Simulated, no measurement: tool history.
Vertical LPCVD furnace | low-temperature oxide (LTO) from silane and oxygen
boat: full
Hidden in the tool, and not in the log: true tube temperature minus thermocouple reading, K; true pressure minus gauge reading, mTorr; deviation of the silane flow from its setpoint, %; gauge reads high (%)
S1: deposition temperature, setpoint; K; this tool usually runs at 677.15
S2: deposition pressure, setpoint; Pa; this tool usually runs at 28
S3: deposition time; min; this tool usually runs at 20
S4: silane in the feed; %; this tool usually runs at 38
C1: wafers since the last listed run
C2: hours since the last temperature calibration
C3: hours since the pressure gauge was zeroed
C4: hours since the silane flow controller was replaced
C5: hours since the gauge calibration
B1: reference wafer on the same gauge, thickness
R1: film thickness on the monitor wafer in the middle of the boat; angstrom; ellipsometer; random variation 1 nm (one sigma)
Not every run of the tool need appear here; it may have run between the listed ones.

run 1 day=0 | S1=671.15 S2=28 S3=20 S4=38 | C1=0 C2=3493.2 C3=2155.9 C4=1787.1 C5=99.3 | B1=173.8 | R1=1682.5
run 2 day=5.504 | S1=671.15 S2=28 S3=20 S4=38 | C1=3281 C2=3625.3 C3=2288 C4=1919.2 C5=231.4 | B1=173.63 | R1=1694.6
-- day=7.108 silane flow controller replaced
run 3 day=8.4 | S1=677.15 S2=28 S3=20 S4=38 | C1=1130 C2=3694.8 C3=2357.5 C4=31 C5=300.9 | B1=174.04 | R1=1727.5
run 4 day=9.525 | S1=677.15 S2=28 S3=20 S4=38 | C1=670 C2=3721.8 C3=2384.5 C4=58 C5=327.9 | B1=174.05 | R1=1720.6
run 5 day=12.254 | S1=677.15 S2=28 S3=20 S4=38 | C1=1626 C2=3787.3 C3=2450 C4=123.5 C5=393.4 | B1=174.01 | R1=1729.3
run 6 day=14.012 | S1=672.15 S2=28 S3=20 S4=36 | C1=1048 C2=3829.5 C3=2492.2 C4=165.7 C5=435.6 | B1=174.2 | R1=1522.1
run 7 day=16.271 | S1=677.15 S2=28 S3=20 S4=35 | C1=1346 C2=3883.7 C3=2546.4 C4=219.9 C5=489.8 | B1=174.15 | R1=1570.2
run 8 day=18.196 | S1=677.15 S2=28 S3=20 S4=38 | C1=1147 C2=3929.9 C3=2592.6 C4=266.1 C5=536 | B1=173.69 | R1=1749.4
run 9 day=21.188 | S1=677.15 S2=28 S3=20 S4=38 | C1=1783 C2=4001.7 C3=2664.4 C4=337.9 C5=607.8 | B1=173.77 | R1=1779
run 10 day=23.275 | S1=677.15 S2=28 S3=20 S4=38 | C1=1244 C2=4051.8 C3=2714.5 C4=388 C5=657.9 | B1=174.01 | R1=1754.2
run 11 day=24.333 | S1=677.15 S2=28 S3=20 S4=38 | C1=630 C2=4077.2 C3=2739.9 C4=413.4 C5=683.3 | B1=173.54 | R1=1751.8
run 12 day=26.667 | S1=673.15 S2=28 S3=25.5 S4=38 | C1=1390 C2=4133.2 C3=2795.9 C4=469.4 C5=739.3 | B1=174.19 | R1=2165.1
run 13 day=28.617 | S1=683.15 S2=32.7 S3=20 S4=41 | C1=1162 C2=4180 C3=2842.7 C4=516.2 C5=786.1 | B1=173.71 | R1=2416.7
-- day=32.458 thermocouples replaced and temperature profile calibrated
run 14 day=35.758 | S1=681.15 S2=28 S3=20 S4=38 | C1=3661 C2=79.2 C3=3014.1 C4=687.6 C5=957.5 | B1=173.79 | R1=1865.4
run 15 day=39.254 | S1=677.15 S2=32.7 S3=20 S4=38 | C1=2084 C2=163.1 C3=3098 C4=771.5 C5=1041.4 | B1=173.95 | R1=2056.1
run 16 day=41.4 | S1=677.15 S2=28 S3=20 S4=38 | C1=1279 C2=214.6 C3=3149.5 C4=823 C5=1092.9 | B1=173.83 | R1=1797.2
run 17 day=42.625 | S1=682.15 S2=28 S3=20 S4=40 | C1=730 C2=244 C3=3178.9 C4=852.4 C5=1122.3 | B1=174.4 | R1=2003.8
-- day=44.308 pressure gauge zeroed
run 18 day=49.725 | S1=686.15 S2=28 S3=16 S4=38 | C1=3636 C2=414.4 C3=130 C4=1022.8 C5=1292.7 | B1=173.98 | R1=1564
run 19 day=51.496 | S1=687.15 S2=28 S3=25 S4=32 | C1=1055 C2=456.9 C3=172.5 C4=1065.3 C5=1335.2 | B1=174.16 | R1=2017.8
-- day=52.917 gauge calibrated
run 20 day=53.942 | S1=677.15 S2=28 S3=20 S4=43 | C1=1458 C2=515.6 C3=231.2 C4=1124 C5=24.6 | B1=173.82 | R1=2059.1
run 21 day=56.525 | S1=677.15 S2=28 S3=20 S4=38 | C1=1540 C2=577.6 C3=293.2 C4=1186 C5=86.6 | B1=173.95 | R1=1787.6
run 22 day=58.108 | S1=677.15 S2=30 S3=20 S4=33 | C1=943 C2=615.6 C3=331.2 C4=1224 C5=124.6 | B1=174.06 | R1=1603.6
run 23 day=59.188 | S1=684.15 S2=31.3 S3=22 S4=38 | C1=643 C2=641.5 C3=357.1 C4=1249.9 C5=150.5 | B1=174.32 | R1=2385.6
run 24 day=61.921 | S1=677.15 S2=28 S3=20 S4=38 | C1=1629 C2=707.1 C3=422.7 C4=1315.5 C5=216.1 | B1=174.06 | R1=1775.2
run 25 day=70.412 | S1=683.15 S2=32.7 S3=20 S4=41 | C1=5062 C2=910.9 C3=626.5 C4=1519.3 C5=419.9 | B1=174.02 | R1=2459.2
run 26 day=72.158 | S1=674.15 S2=28 S3=17 S4=38 | C1=1040 C2=952.8 C3=668.4 C4=1561.2 C5=461.8 | B1=173.78 | R1=1470.7
run 27 day=73.875 | S1=677.15 S2=28 S3=20 S4=38 | C1=1023 C2=994 C3=709.6 C4=1602.4 C5=503 | B1=174.11 | R1=1816.5
run 28 day=76.412 | S1=673.15 S2=28 S3=20 S4=38 | C1=1512 C2=1054.9 C3=770.5 C4=1663.3 C5=563.9 | B1=173.84 | R1=1722.5
run 29 day=78.458 | S1=685.15 S2=28 S3=28 S4=38 | C1=1219 C2=1104 C3=819.6 C4=1712.4 C5=613 | B1=174.13 | R1=2747.5
run 30 day=80.179 | S1=677.15 S2=28 S3=20 S4=45 | C1=1025 C2=1145.3 C3=860.9 C4=1753.7 C5=654.3 | B1=173.68 | R1=2170
run 31 day=81.438 | S1=669.15 S2=22 S3=20 S4=38 | C1=750 C2=1175.5 C3=891.1 C4=1783.9 C5=684.5 | B1=173.77 | R1=1296.2
run 32 day=85.358 | S1=681.15 S2=28 S3=20 S4=40 | C1=2337 C2=1269.6 C3=985.2 C4=1878 C5=778.6 | B1=173.54 | R1=1984.7

Subtracting, for every run, the result it would have given without the tool's unlogged condition from the measured result gives the following. The same run-to-run variation enters both numbers; the gauge's scatter may not:
run=1 R1=+72.4
run=2 R1=+74
run=3 R1=+2.7
run=4 R1=+5.6
run=5 R1=+12.2
run=6 R1=+15.4
run=7 R1=+21
run=8 R1=+24.6
run=9 R1=+30.3
run=10 R1=+33.2
run=11 R1=+34.8
run=12 R1=+47.6
run=13 R1=+48.4
run=14 R1=+51.2
run=15 R1=+60.8
run=16 R1=+55.1
run=17 R1=+56.6
run=18 R1=+51.8
run=19 R1=+85
run=20 R1=+58.1
run=21 R1=+64.4
run=22 R1=+70.4
run=23 R1=+86
run=24 R1=+66.4
run=25 R1=+82.9
run=26 R1=+58.4
run=27 R1=+72
run=28 R1=+69.7
run=29 R1=+108.4
run=30 R1=+63.1
run=31 R1=+53.8
run=32 R1=+74.1
